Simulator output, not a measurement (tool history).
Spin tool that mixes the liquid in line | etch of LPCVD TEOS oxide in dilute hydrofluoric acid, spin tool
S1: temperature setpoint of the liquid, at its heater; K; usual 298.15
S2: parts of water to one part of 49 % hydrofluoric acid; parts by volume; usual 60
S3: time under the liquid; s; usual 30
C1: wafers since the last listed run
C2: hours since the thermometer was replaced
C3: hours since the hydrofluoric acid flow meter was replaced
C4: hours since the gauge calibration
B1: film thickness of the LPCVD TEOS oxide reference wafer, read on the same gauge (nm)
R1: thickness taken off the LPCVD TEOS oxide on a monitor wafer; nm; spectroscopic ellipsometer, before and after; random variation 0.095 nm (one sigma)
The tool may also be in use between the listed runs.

run   hour      S1  S2  S3   C1      C2      C3     C4     B1     R1
  1    0.0  298.15  60  30    0  1585.2  1020.0  506.8  70.00  11.11
  2    8.8  298.15  60  30   96  1594.0  1028.8  515.6  69.99  11.13
  3   20.0  298.15  60  30  122  1605.2  1040.0  526.8  70.02  10.97
      36.5  -- thermometer replaced
  4   37.5  298.15  60  20  180     1.0  1057.5  544.3  70.00   8.10
  5   47.3  296.65  60  15  107    10.8  1067.3  554.1  70.01   5.63
  6   55.8  296.65  60  15   92    19.3  1075.8  562.6  70.01   5.77
  7   70.7  298.15  45  30  162    34.2  1090.7  577.5  69.98  16.52
  8   85.5  298.15  45  30  161    49.0  1105.5  592.3  70.00  16.52
  9   99.5  301.15  60  30  152    63.0  1119.5  606.3  70.00  13.60
 10  106.8  301.15  60  30   79    70.3  1126.8  613.6  70.00  13.66
 11  119.8  298.15  60  20  141    83.3  1139.8  626.6  70.00   8.16
     120.7  -- gauge calibrated
 12  127.0  293.15  30  20   78    90.5  1147.0    6.3  70.01  13.76
 13  133.2  298.15  60  30   67    96.7  1153.2   12.5  69.99  12.26
 14  150.8  301.15  40  50  192   114.3  1170.8   30.1  70.01  34.74
 15  160.9  298.15  60  30  110   124.4  1180.9   40.2  70.00  12.17
     178.5  -- hydrofluoric acid flow meter replaced
 16  179.0  294.15  85  50  186   142.5     0.5   58.3  69.99  11.65
 17  190.2  298.15  60  50  122   153.7    11.7   69.5  70.00  19.75
 18  204.5  296.65  60  40  156   168.0    26.0   83.8  69.99  15.00
 19  215.5  298.15  60  30  120   179.0    37.0   94.8  69.99  12.02
 20  221.9  294.15  60  45   69   185.4    43.4  101.2  69.98  15.32
 21  230.2  293.65  90  35   90   193.7    51.7  109.5  69.99   7.54
 22  237.6  298.15  35  30   80   201.1    59.1  116.9  70.00  21.07
 23  246.1  298.15  60  30   92   209.6    67.6  125.4  70.01  12.04
 24  256.3  301.15  35  45  111   219.8    77.8  135.6  69.98  36.25
 25  272.7  298.15  60  30  179   236.2    94.2  152.0  70.00  12.06
 26  290.3  293.15  80  50  192   253.8   111.8  169.6  70.00  11.90
 27  298.6  302.65  60  30   90   262.1   120.1  177.9  70.00  14.42
 28  316.2  298.15  60  30  192   279.7   137.7  195.5  69.99  11.95
 29  325.1  298.15  60  30   97   288.6   146.6  204.4  70.01  12.01
 30  334.1  298.15  60  30   98   297.6   155.6  213.4  70.00  12.08
 31  340.8  295.65  45  45   73   304.3   162.3  220.1  70.01  22.10
 32  355.2  301.15  50  40  157   318.7   176.7  234.5  70.00  21.71
 33  372.6  301.65  30  20  189   336.1   194.1  251.9  70.01  19.10

Forecast each of these 4 alternatives for the next run:
  A  373.0  302.15  60  30   4  336.5  194.5  252.3   ?   ?
  B  373.0  296.15  60  30   4  336.5  194.5  252.3   ?   ?
  C  373.0  298.15  60  15   4  336.5  194.5  252.3   ?   ?
  D  373.0  296.65  50  40   4  336.5  194.5  252.3   ?   ?

run     B1     R1
  A  70.00  13.95
  B  70.00  10.94
  C  70.00   5.94
  D  70.00  18.11
Without the tool's hidden state the same runs would have given:
run     R1
  A  14.30
  B  11.24
  C   6.10
  D  18.59
